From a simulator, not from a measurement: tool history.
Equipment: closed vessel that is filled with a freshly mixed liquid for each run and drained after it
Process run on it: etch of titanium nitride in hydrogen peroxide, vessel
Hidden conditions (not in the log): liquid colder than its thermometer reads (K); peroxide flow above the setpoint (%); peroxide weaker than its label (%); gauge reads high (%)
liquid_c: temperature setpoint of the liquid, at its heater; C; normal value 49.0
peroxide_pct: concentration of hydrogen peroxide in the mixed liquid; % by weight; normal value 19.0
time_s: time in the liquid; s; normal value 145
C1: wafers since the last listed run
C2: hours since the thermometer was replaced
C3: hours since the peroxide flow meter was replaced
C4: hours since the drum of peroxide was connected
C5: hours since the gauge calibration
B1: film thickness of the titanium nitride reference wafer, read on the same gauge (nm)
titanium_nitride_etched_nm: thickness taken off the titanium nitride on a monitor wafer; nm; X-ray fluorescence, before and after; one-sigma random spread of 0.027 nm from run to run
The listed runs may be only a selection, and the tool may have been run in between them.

run 1 hour=0.0 | liquid_c=42.5 peroxide_pct=19.0 time_s=145 | C1=0 C2=326.1 C3=1698.3 C4=89.6 C5=231.3 | B1=150.00 | titanium_nitride_etched_nm=4.59
run 2 hour=136.3 | liquid_c=42.5 peroxide_pct=19.0 time_s=145 | C1=9364 C2=462.4 C3=1834.6 C4=225.9 C5=367.6 | B1=150.01 | titanium_nitride_etched_nm=4.50
run 3 hour=171.3 | liquid_c=49.0 peroxide_pct=19.0 time_s=145 | C1=2404 C2=497.4 C3=1869.6 C4=260.9 C5=402.6 | B1=149.98 | titanium_nitride_etched_nm=7.27
run 4 hour=199.2 | liquid_c=49.0 peroxide_pct=19.0 time_s=145 | C1=1916 C2=525.3 C3=1897.5 C4=288.8 C5=430.5 | B1=150.00 | titanium_nitride_etched_nm=7.20
-- hour=218.9 peroxide flow meter replaced
-- hour=224.6 gauge calibrated
-- hour=233.4 new drum of peroxide connected
run 5 hour=269.4 | liquid_c=49.0 peroxide_pct=19.0 time_s=145 | C1=4685 C2=595.5 C3=50.5 C4=36.0 C5=44.8 | B1=150.01 | titanium_nitride_etched_nm=7.30
run 6 hour=304.0 | liquid_c=49.0 peroxide_pct=19.0 time_s=145 | C1=2377 C2=630.1 C3=85.1 C4=70.6 C5=79.4 | B1=150.01 | titanium_nitride_etched_nm=7.29
run 7 hour=340.1 | liquid_c=49.0 peroxide_pct=19.0 time_s=145 | C1=2480 C2=666.2 C3=121.2 C4=106.7 C5=115.5 | B1=150.01 | titanium_nitride_etched_nm=7.27
run 8 hour=375.7 | liquid_c=42.0 peroxide_pct=19.0 time_s=110 | C1=2445 C2=701.8 C3=156.8 C4=142.3 C5=151.1 | B1=149.98 | titanium_nitride_etched_nm=3.26
run 9 hour=425.7 | liquid_c=49.0 peroxide_pct=19.0 time_s=100 | C1=3435 C2=751.8 C3=206.8 C4=192.3 C5=201.1 | B1=150.00 | titanium_nitride_etched_nm=4.94
run 10 hour=462.9 | liquid_c=54.0 peroxide_pct=16.5 time_s=180 | C1=2555 C2=789.0 C3=244.0 C4=229.5 C5=238.3 | B1=150.00 | titanium_nitride_etched_nm=12.27
-- hour=464.9 thermometer replaced
run 11 hour=487.2 | liquid_c=49.0 peroxide_pct=23.5 time_s=185 | C1=1600 C2=22.3 C3=268.3 C4=253.8 C5=262.6 | B1=150.00 | titanium_nitride_etched_nm=10.11
-- hour=539.4 new drum of peroxide connected
run 12 hour=543.2 | liquid_c=43.0 peroxide_pct=19.0 time_s=185 | C1=3778 C2=78.3 C3=324.3 C4=3.8 C5=318.6 | B1=150.00 | titanium_nitride_etched_nm=6.24
run 13 hour=604.9 | liquid_c=49.0 peroxide_pct=19.0 time_s=145 | C1=4239 C2=140.0 C3=386.0 C4=65.5 C5=380.3 | B1=150.00 | titanium_nitride_etched_nm=7.55
run 14 hour=643.0 | liquid_c=49.0 peroxide_pct=19.0 time_s=145 | C1=2617 C2=178.1 C3=424.1 C4=103.6 C5=418.4 | B1=150.01 | titanium_nitride_etched_nm=7.52
-- hour=665.2 gauge calibrated
run 15 hour=683.6 | liquid_c=54.5 peroxide_pct=21.0 time_s=115 | C1=2789 C2=218.7 C3=464.7 C4=144.2 C5=18.4 | B1=150.00 | titanium_nitride_etched_nm=9.05

Each row is a separate what-if for the run after 15, all from the same tool condition, not one after another. Results?
run A hour=684.3 | liquid_c=49.0 peroxide_pct=19.0 time_s=145 | C1=48 C2=219.4 C3=465.4 C4=144.9 C5=19.1 | B1=? | titanium_nitride_etched_nm=?
run B hour=684.3 | liquid_c=41.0 peroxide_pct=23.5 time_s=115 | C1=48 C2=219.4 C3=465.4 C4=144.9 C5=19.1 | B1=? | titanium_nitride_etched_nm=?
run C hour=684.3 | liquid_c=57.5 peroxide_pct=15.0 time_s=95 | C1=48 C2=219.4 C3=465.4 C4=144.9 C5=19.1 | B1=? | titanium_nitride_etched_nm=?
run D hour=684.3 | liquid_c=40.0 peroxide_pct=19.0 time_s=145 | C1=48 C2=219.4 C3=465.4 C4=144.9 C5=19.1 | B1=? | titanium_nitride_etched_nm=?

run=A B1=150.00 titanium_nitride_etched_nm=7.48
run=B B1=150.00 titanium_nitride_etched_nm=3.42
run=C B1=150.00 titanium_nitride_etched_nm=8.52
run=D B1=150.00 titanium_nitride_etched_nm=3.81
Without the tool's unlogged condition, the same runs would have read:
run=A titanium_nitride_etched_nm=7.72
run=B titanium_nitride_etched_nm=3.53
run=C titanium_nitride_etched_nm=8.78
run=D titanium_nitride_etched_nm=3.94
